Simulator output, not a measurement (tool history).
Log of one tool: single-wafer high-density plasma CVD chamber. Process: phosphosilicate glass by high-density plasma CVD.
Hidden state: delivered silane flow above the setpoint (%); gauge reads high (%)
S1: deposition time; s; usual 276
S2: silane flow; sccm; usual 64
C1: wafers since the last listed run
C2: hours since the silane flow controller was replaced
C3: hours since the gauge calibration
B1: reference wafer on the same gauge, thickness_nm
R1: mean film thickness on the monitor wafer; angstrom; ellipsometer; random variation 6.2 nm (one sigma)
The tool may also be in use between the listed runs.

run,hour,S1,S2,C1,C2,C3,B1,R1
1,0,252,64,0,4236.4,362.7,1799.807,17053.44
2,75.7,252,64,461,4312.1,438.4,1795.425,16855.86
3,303.8,276,64,1391,4540.2,666.5,1787.613,18445.32
4,360.4,276,64,345,4596.8,723.1,1786.183,18434.26
5,422.6,250,54,379,4659,785.3,1781.158,14091.18
6,511.7,250,54,543,4748.1,874.4,1778.115,13977.94
7,599.5,276,64,535,4835.9,962.2,1774.025,18377.22
8,667,276,64,411,4903.4,1029.7,1771.747,18276.88
9,737.5,276,64,430,4973.9,1100.2,1768.855,18317.03
10,792.5,276,64,335,5028.9,1155.2,1767.488,18282.85
11,852.5,276,64,366,5088.9,1215.2,1763.998,18198.42
12,921.4,237,74,420,5157.8,1284.1,1761.48,18025.55
# hour 1100.1: gauge calibrated
# hour 1140.9: silane flow controller replaced
13,1141.4,276,74,1293,0.5,41.3,1798.251,21431.8
14,1205.2,243,64,389,64.3,105.1,1796.061,16291.97
15,1253.7,276,64,295,112.8,153.6,1794.278,18525.19
16,1334,290,64,489,193.1,233.9,1791.539,19440.2
17,1433.7,276,64,608,292.8,333.6,1787.523,18508.93
18,1534.6,330,53,615,393.7,434.5,1782.334,18225.17
19,1572.7,256,60,232,431.8,472.6,1780.996,15915.51
20,1672.1,276,64,606,531.2,572,1777.015,18237.99
21,1717.5,226,75,276,576.6,617.4,1775.363,17642.22
22,1756.4,246,64,237,615.5,656.3,1775.49,16377.01
23,1826.5,241,52,427,685.6,726.4,1770.561,12968.24

4 ways to go on from here, each from the tool as it stands after run 23. What would each give?
A,1827,276,71,3,686.1,726.9,?,?
B,1827,330,72,3,686.1,726.9,?,?
C,1827,246,70,3,686.1,726.9,?,?
D,1827,228,51,3,686.1,726.9,?,?

run,B1,R1
A,1769.86,20278.55
B,1769.86,24587.59
C,1769.86,17819.79
D,1769.86,12033.02
Without the tool's hidden state the same runs would have given:
run,R1
A,20844.52
B,25273.82
C,18317.14
D,12368.86

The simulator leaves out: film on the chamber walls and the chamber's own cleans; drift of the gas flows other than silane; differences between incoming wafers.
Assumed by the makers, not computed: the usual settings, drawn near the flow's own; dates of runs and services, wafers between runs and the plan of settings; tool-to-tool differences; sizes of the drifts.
